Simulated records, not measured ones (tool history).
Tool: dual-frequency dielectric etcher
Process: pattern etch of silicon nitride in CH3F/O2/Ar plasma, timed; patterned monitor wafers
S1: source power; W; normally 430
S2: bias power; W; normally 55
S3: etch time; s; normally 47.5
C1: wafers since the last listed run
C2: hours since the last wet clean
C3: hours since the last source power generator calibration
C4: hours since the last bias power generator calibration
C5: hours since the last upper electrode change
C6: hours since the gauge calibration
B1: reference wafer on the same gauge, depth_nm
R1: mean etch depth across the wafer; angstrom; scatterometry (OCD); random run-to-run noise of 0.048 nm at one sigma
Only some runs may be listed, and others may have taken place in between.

run	day	S1	S2	S3	C1	C2	C3	C4	C5	C6	B1	R1
1	0	430	55	47.5	0	358.5	4192.5	4567.2	5884.3	124.4	37.4	326.1
2	1.367	430	55	47.5	479	391.3	4225.3	4600	5917.1	157.2	37.39	326.2
3	1.9	430	55	47.5	186	404.1	4238.1	4612.8	5929.9	170	37.41	327
4	3.229	430	55	47.5	466	436	4270	4644.7	5961.8	201.9	37.38	327.2
# day 3.612: bias power generator calibrated
5	3.754	430	55	47.5	125	448.6	4282.6	3.4	5974.4	214.5	37.41	327.7
# day 5.104: wet clean of the chamber
# day 6.025: upper electrode replaced
6	6.046	430	55	47.5	129	22.6	4337.6	58.4	0.5	269.5	37.39	322.2
7	6.079	430	55	47.5	11	23.4	4338.4	59.2	1.3	270.3	37.42	322.8
# day 9.779: source power generator calibrated
8	9.8	430	67	47.5	1246	112.7	0.5	148.5	90.6	359.6	37.4	343.2
9	11.025	360	55	47.5	429	142.1	29.9	177.9	120	389	37.38	306.2
10	12.512	460	55	36.5	521	177.8	65.6	213.6	155.7	424.7	37.39	255.5
11	13.808	430	44	34.5	454	208.9	96.7	244.7	186.8	455.8	37.4	223.8
12	15.2	430	55	59	487	242.3	130.1	278.1	220.2	489.2	37.38	404.9
13	16.825	430	55	60	569	281.3	169.1	317.1	259.2	528.2	37.39	411.6
14	17.704	430	64	47.5	308	302.4	190.2	338.2	280.3	549.3	37.41	340.1
# day 18.633: gauge calibrated
15	19.079	540	66	61	482	335.4	223.2	371.2	313.3	10.7	37.4	477
16	20.404	320	55	47.5	464	367.2	255	403	345.1	42.5	37.39	297.9
17	21.892	430	55	47.5	521	402.9	290.7	438.7	380.8	78.2	37.4	328.3
# day 22.917: wet clean of the chamber
18	22.938	430	55	47.5	16	0.5	315.8	463.8	405.9	103.3	37.4	321.5
19	23.142	510	61	37.5	71	5.4	320.7	468.7	410.8	108.2	37.39	277.2
20	23.758	350	51	35	216	20.2	335.5	483.5	425.6	123	37.4	217.2
21	24.996	430	63	47.5	433	49.9	365.2	513.2	455.3	152.7	37.4	334.1
22	26.279	540	55	43.5	449	80.7	396	544	486.1	183.5	37.38	318.4
23	26.829	430	55	47.5	192	93.9	409.2	557.2	499.3	196.7	37.4	323.6
24	28.154	430	43	35	464	125.7	441	589	531.1	228.5	37.39	223.5
25	29.175	340	55	47.5	357	150.2	465.5	613.5	555.6	253	37.4	299.3
26	30.425	510	55	40	438	180.2	495.5	643.5	585.6	283	37.39	289.7
27	31.896	360	63	47.5	515	215.5	530.8	678.8	620.9	318.3	37.4	317.3
28	32.679	520	62	47.5	274	234.3	549.6	697.6	639.7	337.1	37.41	357.9
29	33.325	430	55	47.5	226	249.8	565.1	713.1	655.2	352.6	37.39	324.7

A few steps of R1 between consecutive runs. Split each: what settings, incoming material and random variation would produce without the hidden state, and what is left over for the hidden state, along with gauge scatter present in only one of the two compared results (measured, and without hidden state):
Hidden conditions of the tool in this case: etch rate over this chamber's usual, %; source power that arrives over what is set, %; bias power that arrives over what is set, %; gauge reads high (%).
Run 5 -> 6: wet clean of the chamber, upper electrode replaced. R1 -5.5 angstrom: hidden state -5, all else -0.5.
Run 11 -> 12: S2 44 -> 55, S3 34.5 -> 59. R1 +181.1 angstrom: hidden state +2.7, all else +178.4.
Run 15 -> 16: S1 540 -> 320, S2 66 -> 55, S3 61 -> 47.5. R1 -179.1 angstrom: hidden state -2.7, all else -176.4.
Run 17 -> 18: wet clean of the chamber. R1 -6.8 angstrom: hidden state -6.7, all else -0.1.
